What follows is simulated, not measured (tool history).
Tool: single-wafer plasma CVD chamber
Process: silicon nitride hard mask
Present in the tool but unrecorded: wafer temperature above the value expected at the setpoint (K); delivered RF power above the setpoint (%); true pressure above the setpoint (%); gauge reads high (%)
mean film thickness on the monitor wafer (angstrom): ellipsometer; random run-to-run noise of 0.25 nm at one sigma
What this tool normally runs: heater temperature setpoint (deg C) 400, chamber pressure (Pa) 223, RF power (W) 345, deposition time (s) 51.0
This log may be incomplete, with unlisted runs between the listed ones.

run,hour,heater temperature setpoint (deg C),chamber pressure (Pa),RF power (W),deposition time (s),wafers since the last listed run,hours since the last thermocouple change,hours since the last RF generator calibration,hours since the last manometer calibration,hours since the showerhead was replaced,hours since the gauge calibration,"read-back reference wafer on the same gauge, thickness_nm",mean film thickness on the monitor wafer (angstrom)
1,0.0,389,223,345,51.0,0,83.0,1303.4,120.8,2392.4,520.9,68.218,589.22
# hour 23.8: RF generator calibrated
2,44.6,389,223,345,51.0,741,127.6,20.8,165.4,2437.0,565.5,68.235,589.99
3,63.5,400,223,345,51.0,382,146.5,39.7,184.3,2455.9,584.4,68.193,592.62
# hour 68.9: gauge calibrated
4,79.0,400,223,345,51.0,313,162.0,55.2,199.8,2471.4,10.1,68.171,588.08
5,99.4,400,223,345,51.0,413,182.4,75.6,220.2,2491.8,30.5,68.148,586.69
6,112.6,400,223,345,51.0,267,195.6,88.8,233.4,2505.0,43.7,68.253,585.38
7,135.2,393,256,325,44.6,457,218.2,111.4,256.0,2527.6,66.3,68.221,522.85
# hour 171.0: showerhead replaced
8,171.5,400,249,345,48.2,573,254.5,147.7,292.3,0.5,102.6,68.252,574.93
9,184.8,395,263,290,45.3,269,267.8,161.0,305.6,13.8,115.9,68.260,496.29
10,201.9,400,223,345,51.0,346,284.9,178.1,322.7,30.9,133.0,68.327,583.71
11,229.7,390,180,290,44.6,563,312.7,205.9,350.5,58.7,160.8,68.254,446.01
12,261.1,400,223,345,51.0,635,344.1,237.3,381.9,90.1,192.2,68.245,586.64
13,285.6,400,223,345,51.0,496,368.6,261.8,406.4,114.6,216.7,68.255,587.57
14,302.8,400,257,345,51.0,348,385.8,279.0,423.6,131.8,233.9,68.198,616.96
15,330.8,408,223,305,51.0,567,413.8,307.0,451.6,159.8,261.9,68.225,548.76
16,349.7,407,180,375,51.0,382,432.7,325.9,470.5,178.7,280.8,68.194,573.00
17,371.6,400,223,345,45.2,443,454.6,347.8,492.4,200.6,302.7,68.208,524.03
18,397.7,409,267,345,51.0,528,480.7,373.9,518.5,226.7,328.8,68.178,612.12
19,422.5,400,201,390,46.0,502,505.5,398.7,543.3,251.5,353.6,68.198,547.24
20,443.2,400,223,310,60.9,419,526.2,419.4,564.0,272.2,374.3,68.190,664.22
21,473.8,400,223,345,51.0,619,556.8,450.0,594.6,302.8,404.9,68.210,590.98
22,500.3,400,223,345,53.7,536,583.3,476.5,621.1,329.3,431.4,68.132,614.95
23,525.4,409,223,345,51.0,508,608.4,501.6,646.2,354.4,456.5,68.287,581.83
24,555.3,407,237,365,51.0,605,638.3,531.5,676.1,384.3,486.4,68.164,610.07
25,571.0,400,223,395,51.0,317,654.0,547.2,691.8,400.0,502.1,68.229,632.05
26,604.3,400,223,345,51.0,674,687.3,580.5,725.1,433.3,535.4,68.156,589.58
27,635.0,404,276,345,51.0,621,718.0,611.2,755.8,464.0,566.1,68.164,624.23
# hour 637.4: gauge calibrated
28,657.3,400,267,345,51.0,451,740.3,633.5,778.1,486.3,19.9,68.197,614.52
29,680.5,413,223,345,51.0,469,763.5,656.7,801.3,509.5,43.1,68.209,583.13

4 ways to go on from here, each from the tool as it stands after run 29. What would each give?
A,680.9,400,223,345,51.0,8,763.9,657.1,801.7,509.9,43.5,?,?
B,680.9,400,248,280,51.0,8,763.9,657.1,801.7,509.9,43.5,?,?
C,680.9,400,223,345,41.5,8,763.9,657.1,801.7,509.9,43.5,?,?
D,680.9,400,259,345,51.0,8,763.9,657.1,801.7,509.9,43.5,?,?

run,"read-back reference wafer on the same gauge, thickness_nm",mean film thickness on the monitor wafer (angstrom)
A,68.238,589.49
B,68.238,544.93
C,68.238,479.88
D,68.238,613.69
Had the tool no hidden state, the same runs would have come out as:
run,mean film thickness on the monitor wafer (angstrom)
A,589.49
B,544.93
C,479.88
D,613.69

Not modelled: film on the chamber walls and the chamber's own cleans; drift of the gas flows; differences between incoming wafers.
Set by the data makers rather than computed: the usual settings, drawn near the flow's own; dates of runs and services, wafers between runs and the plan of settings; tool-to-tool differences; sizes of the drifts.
